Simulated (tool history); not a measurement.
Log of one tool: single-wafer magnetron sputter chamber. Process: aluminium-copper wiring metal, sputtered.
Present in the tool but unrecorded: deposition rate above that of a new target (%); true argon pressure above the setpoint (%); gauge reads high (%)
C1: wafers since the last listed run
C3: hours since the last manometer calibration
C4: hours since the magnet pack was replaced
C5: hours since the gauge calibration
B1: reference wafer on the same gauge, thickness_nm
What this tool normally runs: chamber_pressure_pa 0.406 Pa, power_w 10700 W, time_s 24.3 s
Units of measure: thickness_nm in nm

Run 1, day 0.000: usual settings but time_s 27.0 s; C1 0; wafers on the sputter target 1752; C3 1074.5; C4 9812.6; C5 99.2; B1 438.925. Result: thickness_nm 597.667 nm.
Run 2, day 0.379: usual settings but time_s 27.0 s; C1 235; wafers on the sputter target 1987; C3 1083.6; C4 9821.7; C5 108.3; B1 438.634. Result: thickness_nm 597.177 nm.
Run 3, day 0.908: usual settings but time_s 27.0 s; C1 328; wafers on the sputter target 2316; C3 1096.3; C4 9834.4; C5 121.0; B1 439.067. Result: thickness_nm 599.558 nm.
Run 4, day 1.371: usual settings; C1 286; wafers on the sputter target 2602; C3 1107.4; C4 9845.5; C5 132.1; B1 438.947. Result: thickness_nm 539.625 nm.
Run 5, day 1.950: usual settings; C1 359; wafers on the sputter target 2962; C3 1121.3; C4 9859.4; C5 146.0; B1 439.076. Result: thickness_nm 539.081 nm.
Run 6, day 2.525: usual settings; C1 356; wafers on the sputter target 3318; C3 1135.1; C4 9873.2; C5 159.8; B1 439.225. Result: thickness_nm 540.448 nm.
Run 7, day 2.967: usual settings; C1 273; wafers on the sputter target 3592; C3 1145.7; C4 9883.8; C5 170.4; B1 438.888. Result: thickness_nm 539.953 nm.
Run 8, day 3.238: usual settings; C1 167; wafers on the sputter target 3760; C3 1152.2; C4 9890.3; C5 176.9; B1 439.319. Result: thickness_nm 540.958 nm.
Run 9, day 3.921: usual settings; C1 423; wafers on the sputter target 4184; C3 1168.6; C4 9906.7; C5 193.3; B1 438.807. Result: thickness_nm 540.462 nm.
At day 3.925: gauge calibrated.
Run 10, day 4.583: usual settings; C1 410; wafers on the sputter target 4595; C3 1184.5; C4 9922.6; C5 15.8; B1 439.336. Result: thickness_nm 541.646 nm.
At day 5.029: capacitance manometer re-zeroed and calibrated.
Run 11, day 5.050: usual settings but chamber_pressure_pa 0.296 Pa, power_w 9350 W, time_s 22.4 s; C1 82; wafers on the sputter target 4678; C3 0.5; C4 9933.8; C5 27.0; B1 439.083. Result: thickness_nm 443.978 nm.
Run 12, day 5.508: usual settings but chamber_pressure_pa 0.268 Pa, power_w 8600 W, time_s 22.3 s; C1 284; wafers on the sputter target 4962; C3 11.5; C4 9944.8; C5 38.0; B1 438.813. Result: thickness_nm 413.449 nm.
Run 13, day 6.125: usual settings but chamber_pressure_pa 0.456 Pa, power_w 12550 W, time_s 27.0 s; C1 382; wafers on the sputter target 5345; C3 26.3; C4 9959.6; C5 52.8; B1 438.968. Result: thickness_nm 648.478 nm.
At day 6.896: magnet pack replaced.
Run 14, day 6.917: usual settings but chamber_pressure_pa 0.567 Pa; C1 284; wafers on the sputter target 5629; C3 45.3; C4 0.5; C5 71.8; B1 438.836. Result: thickness_nm 464.855 nm.
Run 15, day 7.054: usual settings but chamber_pressure_pa 0.558 Pa; C1 85; wafers on the sputter target 5714; C3 48.6; C4 3.8; C5 75.1; B1 439.269. Result: thickness_nm 466.703 nm.
Run 16, day 7.679: usual settings but time_s 28.5 s; C1 387; wafers on the sputter target 6102; C3 63.6; C4 18.8; C5 90.1; B1 438.923. Result: thickness_nm 601.296 nm.
At day 8.021: sputter target and shields replaced.
Run 17, day 8.208: usual settings; C1 121; wafers on the sputter target 116; C3 76.3; C4 31.5; C5 102.8; B1 438.697. Result: thickness_nm 517.945 nm.
Run 18, day 8.621: usual settings but chamber_pressure_pa 0.277 Pa, time_s 23.0 s; C1 255; wafers on the sputter target 372; C3 86.2; C4 41.4; C5 112.7; B1 438.874. Result: thickness_nm 531.137 nm.
Run 19, day 9.342: usual settings; C1 447; wafers on the sputter target 819; C3 103.5; C4 58.7; C5 130.0; B1 439.222. Result: thickness_nm 519.033 nm.
Run 20, day 9.654: usual settings but chamber_pressure_pa 0.454 Pa, power_w 8050 W, time_s 21.7 s; C1 193; wafers on the sputter target 1013; C3 111.0; C4 66.2; C5 137.5; B1 439.365. Result: thickness_nm 336.884 nm.
Run 21, day 10.162: usual settings; C1 315; wafers on the sputter target 1328; C3 123.2; C4 78.4; C5 149.7; B1 439.371. Result: thickness_nm 517.830 nm.

Each row is a separate what-if for the run after 21, all from the same tool condition, not one after another. Results?
Run A, day 10.179: usual settings; C1 10; wafers on the sputter target 1338; C3 123.6; C4 78.8; C5 150.1; B1 ?. Result: thickness_nm ?.
Run B, day 10.179: usual settings but time_s 28.3 s; C1 10; wafers on the sputter target 1338; C3 123.6; C4 78.8; C5 150.1; B1 ?. Result: thickness_nm ?.
Run C, day 10.179: usual settings but power_w 12200 W, time_s 28.9 s; C1 10; wafers on the sputter target 1338; C3 123.6; C4 78.8; C5 150.1; B1 ?. Result: thickness_nm ?.

run       B1  thickness_nm
  A  438.982       517.457
  B  438.982       602.636
  C  438.982       701.685
Stripped of hidden state, with their random variation kept, the same runs would have yielded:
run  thickness_nm
  A       522.376
  B       608.364
  C       708.355
